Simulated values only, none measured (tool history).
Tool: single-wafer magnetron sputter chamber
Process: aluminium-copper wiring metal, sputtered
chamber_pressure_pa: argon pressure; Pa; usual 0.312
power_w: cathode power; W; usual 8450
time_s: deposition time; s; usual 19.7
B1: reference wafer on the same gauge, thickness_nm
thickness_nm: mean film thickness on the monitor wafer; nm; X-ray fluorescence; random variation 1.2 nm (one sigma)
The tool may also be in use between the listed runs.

{"run": 1, "hour": 0.0, "chamber_pressure_pa": 0.312, "power_w": 8450, "time_s": 19.7, "B1": 360.039, "thickness_nm": 293.085}
{"hour": 20.2, "done": "sputter target and shields replaced"}
{"run": 2, "hour": 34.8, "chamber_pressure_pa": 0.312, "power_w": 7350, "time_s": 19.7, "B1": 360.018, "thickness_nm": 267.3}
{"run": 3, "hour": 61.4, "chamber_pressure_pa": 0.312, "power_w": 7350, "time_s": 19.7, "B1": 359.708, "thickness_nm": 264.161}
{"run": 4, "hour": 82.8, "chamber_pressure_pa": 0.312, "power_w": 8450, "time_s": 17.8, "B1": 360.292, "thickness_nm": 273.072}
{"run": 5, "hour": 110.8, "chamber_pressure_pa": 0.312, "power_w": 8450, "time_s": 17.8, "B1": 359.93, "thickness_nm": 271.72}
{"run": 6, "hour": 140.4, "chamber_pressure_pa": 0.312, "power_w": 8450, "time_s": 17.8, "B1": 359.982, "thickness_nm": 269.283}
{"run": 7, "hour": 160.6, "chamber_pressure_pa": 0.312, "power_w": 8450, "time_s": 19.7, "B1": 360.4, "thickness_nm": 295.708}
{"run": 8, "hour": 187.4, "chamber_pressure_pa": 0.312, "power_w": 8450, "time_s": 19.7, "B1": 360.109, "thickness_nm": 291.986}
{"run": 9, "hour": 211.6, "chamber_pressure_pa": 0.312, "power_w": 8450, "time_s": 19.7, "B1": 360.119, "thickness_nm": 292.165}
{"run": 10, "hour": 225.4, "chamber_pressure_pa": 0.312, "power_w": 8450, "time_s": 19.7, "B1": 360.141, "thickness_nm": 292.007}
{"hour": 245.8, "done": "sputter target and shields replaced"}
{"run": 11, "hour": 246.3, "chamber_pressure_pa": 0.312, "power_w": 8450, "time_s": 19.7, "B1": 360.057, "thickness_nm": 276.602}
{"run": 12, "hour": 255.9, "chamber_pressure_pa": 0.312, "power_w": 8450, "time_s": 19.7, "B1": 359.813, "thickness_nm": 275.435}
{"run": 13, "hour": 290.3, "chamber_pressure_pa": 0.228, "power_w": 8450, "time_s": 19.7, "B1": 360.076, "thickness_nm": 285.304}
{"run": 14, "hour": 311.9, "chamber_pressure_pa": 0.228, "power_w": 8450, "time_s": 19.7, "B1": 359.987, "thickness_nm": 280.848}
{"run": 15, "hour": 331.6, "chamber_pressure_pa": 0.228, "power_w": 8450, "time_s": 19.7, "B1": 359.864, "thickness_nm": 280.917}
{"run": 16, "hour": 362.7, "chamber_pressure_pa": 0.312, "power_w": 8450, "time_s": 19.7, "B1": 360.086, "thickness_nm": 267.104}
{"run": 17, "hour": 394.2, "chamber_pressure_pa": 0.312, "power_w": 8450, "time_s": 19.7, "B1": 359.925, "thickness_nm": 265.332}
{"hour": 425.3, "done": "sputter target and shields replaced, repeated, since the last time left the tool worse"}
{"run": 18, "hour": 425.8, "chamber_pressure_pa": 0.312, "power_w": 8450, "time_s": 19.7, "B1": 360.01, "thickness_nm": 305.012}
{"run": 19, "hour": 458.9, "chamber_pressure_pa": 0.405, "power_w": 8450, "time_s": 17.4, "B1": 360.293, "thickness_nm": 259.531}
{"run": 20, "hour": 481.9, "chamber_pressure_pa": 0.404, "power_w": 8450, "time_s": 17.2, "B1": 359.783, "thickness_nm": 253.466}
{"run": 21, "hour": 496.4, "chamber_pressure_pa": 0.429, "power_w": 8450, "time_s": 19.7, "B1": 359.792, "thickness_nm": 282.771}
{"hour": 531.9, "done": "gauge calibrated"}
{"hour": 536.4, "done": "magnet pack replaced"}
{"run": 22, "hour": 536.9, "chamber_pressure_pa": 0.312, "power_w": 8450, "time_s": 16.8, "B1": 360.124, "thickness_nm": 253.345}
{"run": 23, "hour": 553.0, "chamber_pressure_pa": 0.312, "power_w": 6500, "time_s": 19.7, "B1": 360.122, "thickness_nm": 227.732}
{"run": 24, "hour": 579.7, "chamber_pressure_pa": 0.312, "power_w": 8450, "time_s": 17.8, "B1": 360.033, "thickness_nm": 265.973}
{"hour": 603.5, "done": "sputter target and shields replaced"}
{"run": 25, "hour": 611.6, "chamber_pressure_pa": 0.312, "power_w": 7600, "time_s": 19.7, "B1": 359.918, "thickness_nm": 275.156}
{"run": 26, "hour": 642.8, "chamber_pressure_pa": 0.233, "power_w": 10000, "time_s": 21.5, "B1": 359.559, "thickness_nm": 404.871}
{"run": 27, "hour": 659.1, "chamber_pressure_pa": 0.312, "power_w": 9850, "time_s": 19.7, "B1": 359.979, "thickness_nm": 354.274}
{"hour": 669.7, "done": "capacitance manometer re-zeroed and calibrated"}
{"run": 28, "hour": 673.3, "chamber_pressure_pa": 0.429, "power_w": 8450, "time_s": 19.7, "B1": 359.797, "thickness_nm": 284.874}
{"run": 29, "hour": 708.2, "chamber_pressure_pa": 0.218, "power_w": 10050, "time_s": 22.5, "B1": 360.321, "thickness_nm": 422.67}
{"run": 30, "hour": 739.4, "chamber_pressure_pa": 0.193, "power_w": 7250, "time_s": 19.7, "B1": 359.907, "thickness_nm": 269.215}
{"run": 31, "hour": 758.9, "chamber_pressure_pa": 0.312, "power_w": 9200, "time_s": 18.2, "B1": 360.414, "thickness_nm": 296.094}
{"run": 32, "hour": 783.3, "chamber_pressure_pa": 0.389, "power_w": 9100, "time_s": 19.7, "B1": 360.019, "thickness_nm": 304.154}
{"hour": 829.4, "done": "sputter target and shields replaced"}
{"run": 33, "hour": 885.5, "chamber_pressure_pa": 0.35, "power_w": 8450, "time_s": 19.7, "B1": 360.306, "thickness_nm": 297.156}
{"run": 34, "hour": 910.0, "chamber_pressure_pa": 0.2, "power_w": 6500, "time_s": 17.7, "B1": 359.913, "thickness_nm": 217.847}
{"run": 35, "hour": 939.5, "chamber_pressure_pa": 0.312, "power_w": 9900, "time_s": 16.1, "B1": 359.923, "thickness_nm": 284.773}

Hidden state or all else? Some run-to-run changes of thickness_nm, split into what the settings, what came in and random variation would give without the hidden state, and what is left for the hidden state (with any gauge scatter that isn't in both results):
The hidden state here: deposition rate above that of a new target (%); true argon pressure above the setpoint (%); gauge reads high (%).
Run 1 -> 2: power_w 8450 -> 7350, sputter target and shields replaced. thickness_nm -25.785 nm: hidden state +12.537, all else -38.322.
Run 10 -> 11: sputter target and shields replaced. thickness_nm -15.405 nm: hidden state -15.119, all else -0.286.
Run 17 -> 18: sputter target and shields replaced, repeated, since the last time left the tool worse. thickness_nm +39.680 nm: hidden state +40.253, all else -0.573.
Run 25 -> 26: chamber_pressure_pa 0.312 -> 0.233, power_w 7600 -> 10000, time_s 19.7 -> 21.5. thickness_nm +129.715 nm: hidden state -3.759, all else +133.474.
Run 28 -> 29: chamber_pressure_pa 0.429 -> 0.218, power_w 8450 -> 10050, time_s 19.7 -> 22.5. thickness_nm +137.796 nm: hidden state -6.562, all else +144.358.
Run 29 -> 30: chamber_pressure_pa 0.218 -> 0.193, power_w 10050 -> 7250, time_s 22.5 -> 19.7. thickness_nm -153.455 nm: hidden state +2.295, all else -155.750.
